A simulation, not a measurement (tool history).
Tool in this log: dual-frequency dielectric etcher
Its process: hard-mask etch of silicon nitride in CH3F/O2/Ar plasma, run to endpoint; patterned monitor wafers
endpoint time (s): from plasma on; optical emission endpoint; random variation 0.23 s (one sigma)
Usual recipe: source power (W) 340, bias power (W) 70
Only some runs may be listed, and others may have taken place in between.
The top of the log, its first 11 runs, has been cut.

| run | hour | source power (W) | bias power (W) | wafers since the last listed run | hours since the last wet clean | hours since the last source power generator calibration | hours since the last bias power generator calibration | hours since the last upper electrode change | incoming incoming film thickness, nm | endpoint time (s) |
|---|---|---|---|---|---|---|---|---|---|---|
|  | 718.1 | wet clean of the chamber |
| 12 | 726.2 | 340 | 70 | 791 | 8.1 | 1928.3 | 5110.6 | 5341.8 | 41.67 | 55.7 |
|  | 798.2 | bias power generator calibrated |
| 13 | 817.4 | 340 | 70 | 845 | 99.3 | 2019.5 | 19.2 | 5433 | 41.35 | 54.4 |
|  | 903.9 | upper electrode replaced |
| 14 | 904.4 | 340 | 70 | 610 | 186.3 | 2106.5 | 106.2 | 0.5 | 41.8 | 55.2 |
| 15 | 951.1 | 340 | 70 | 452 | 233 | 2153.2 | 152.9 | 47.2 | 41.95 | 54.9 |
| 16 | 1035.3 | 340 | 70 | 816 | 317.2 | 2237.4 | 237.1 | 131.4 | 41.8 | 54.8 |
| 17 | 1082 | 380 | 82 | 452 | 363.9 | 2284.1 | 283.8 | 178.1 | 42.1 | 49.2 |
| 18 | 1131 | 340 | 70 | 475 | 412.9 | 2333.1 | 332.8 | 227.1 | 41.57 | 54.1 |
| 19 | 1181.5 | 340 | 70 | 489 | 463.4 | 2383.6 | 383.3 | 277.6 | 42.03 | 54.8 |
|  | 1303.9 | wet clean of the chamber |
| 20 | 1304.4 | 340 | 70 | 958 | 0.5 | 2506.5 | 506.2 | 400.5 | 41.66 | 55.1 |
| 21 | 1343.8 | 380 | 80 | 382 | 39.9 | 2545.9 | 545.6 | 439.9 | 41.9 | 50.2 |
| 22 | 1441.7 | 340 | 64 | 949 | 137.8 | 2643.8 | 643.5 | 537.8 | 41.9 | 57 |
|  | 1488.2 | source power generator calibrated |
| 23 | 1494.9 | 380 | 80 | 477 | 191 | 6.7 | 696.7 | 591 | 41.93 | 51.2 |
| 24 | 1540.3 | 340 | 70 | 440 | 236.4 | 52.1 | 742.1 | 636.4 | 41.73 | 55.5 |
| 25 | 1631.8 | 290 | 70 | 887 | 327.9 | 143.6 | 833.6 | 727.9 | 41.65 | 59.2 |
|  | 1848.6 | wet clean of the chamber |
| 26 | 1937.6 | 340 | 70 | 2732 | 89 | 449.4 | 1139.4 | 1033.7 | 41.9 | 56.6 |
| 27 | 2020.3 | 340 | 84 | 801 | 171.7 | 532.1 | 1222.1 | 1116.4 | 42.08 | 52.5 |
| 28 | 2060.3 | 390 | 82 | 387 | 211.7 | 572.1 | 1262.1 | 1156.4 | 41.86 | 49.8 |
| 29 | 2144.2 | 290 | 86 | 813 | 295.6 | 656 | 1346 | 1240.3 | 41.61 | 54.8 |
| 30 | 2196.8 | 340 | 70 | 510 | 348.2 | 708.6 | 1398.6 | 1292.9 | 41.7 | 55.3 |
| 31 | 2286.2 | 300 | 83 | 866 | 437.6 | 798 | 1488 | 1382.3 | 42.07 | 54.5 |
| 32 | 2378.2 | 310 | 65 | 892 | 529.6 | 890 | 1580 | 1474.3 | 42.09 | 59.7 |
|  | 2453.6 | wet clean of the chamber |
| 33 | 2454.1 | 380 | 70 | 503 | 0.5 | 965.9 | 1655.9 | 1550.2 | 41.81 | 53.8 |
| 34 | 2516.9 | 380 | 84 | 608 | 63.3 | 1028.7 | 1718.7 | 1613 | 41.91 | 49.6 |
| 35 | 2559.1 | 390 | 86 | 409 | 105.5 | 1070.9 | 1760.9 | 1655.2 | 41.83 | 48.6 |
| 36 | 2653.6 | 390 | 57 | 916 | 200 | 1165.4 | 1855.4 | 1749.7 | 41.45 | 56.3 |

Each row is a separate what-if for the run after 36, all from the same tool condition, not one after another. Results?
| A | 2654 | 340 | 61 | 3 | 200.4 | 1165.8 | 1855.8 | 1750.1 | 41.73 | ? |
| B | 2654 | 420 | 70 | 3 | 200.4 | 1165.8 | 1855.8 | 1750.1 | 41.73 | ? |
| C | 2654 | 280 | 57 | 3 | 200.4 | 1165.8 | 1855.8 | 1750.1 | 41.73 | ? |

| run | endpoint time (s) |
|---|---|
| A | 59 |
| B | 51.2 |
| C | 65.8 |
Without the tool's hidden state the same runs would have given:
| run | endpoint time (s) |
|---|---|
| A | 59.7 |
| B | 51.9 |
| C | 66.6 |

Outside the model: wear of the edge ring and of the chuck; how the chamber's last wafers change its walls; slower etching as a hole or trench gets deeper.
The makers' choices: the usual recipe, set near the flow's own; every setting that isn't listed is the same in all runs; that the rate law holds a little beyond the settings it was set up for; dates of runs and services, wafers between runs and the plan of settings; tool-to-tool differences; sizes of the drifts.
